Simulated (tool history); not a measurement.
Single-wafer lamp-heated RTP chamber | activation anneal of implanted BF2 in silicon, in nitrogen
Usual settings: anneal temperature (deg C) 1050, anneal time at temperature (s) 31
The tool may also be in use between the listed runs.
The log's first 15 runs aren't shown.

run   hour  anneal temperature (deg C)  anneal time at temperature (s)  wafers since the last listed run  wafers since the last pyrometer calibration  wafers since the reflector plate was cleaned  hours since the gauge calibration  read-back reference wafer on the same gauge, sheet resistance  sheet resistance of the implanted and annealed layer (ohm/square)
 16    436                        1050                              31                               280                                          477                                           854                              409.8                                                         342.05                                                             290.93
 17  465.1                        1038                              31                               260                                          738                                          1115                              438.9                                                         342.51                                                             298.76
 18  485.1                        1050                              31                               179                                          917                                          1295                              458.9                                                         342.76                                                             293.16
 19  515.8                        1038                              16                               275                                         1193                                          1570                              489.6                                                         343.87                                                             308.74
 20  533.1                        1068                              22                               155                                         1348                                          1725                              506.9                                                         343.77                                                             294.88
     547.6  -- gauge calibrated
 21  560.5                        1060                              43                               245                                         1594                                          1971                               12.9                                                         336.39                                                             280.73
 22  578.6                        1026                              13                               162                                         1756                                          2133                                 31                                                         335.65                                                             310.64
 23  610.5                        1036                              25                               286                                         2042                                          2419                               62.9                                                         336.14                                                             296.82
 24  622.9                        1020                              23                               111                                         2153                                          2530                               75.3                                                         336.09                                                             303.76
 25  720.6                        1030                              25                               876                                         3029                                          3406                                173                                                         336.67                                                             299.04
 26  750.3                        1050                              31                               266                                         3295                                          3673                              202.7                                                         336.85                                                             287.82

Forecast run 27:
 27  770.1                        1041                              31                               177                                         3473                                          3850                              222.5                                                              ?                                                                  ?

read-back reference wafer on the same gauge, sheet resistance: 337.1
sheet resistance of the implanted and annealed layer (ohm/square): 291.55
Without the tool's hidden state the same run would have given sheet resistance of the implanted and annealed layer (ohm/square) 291.46.
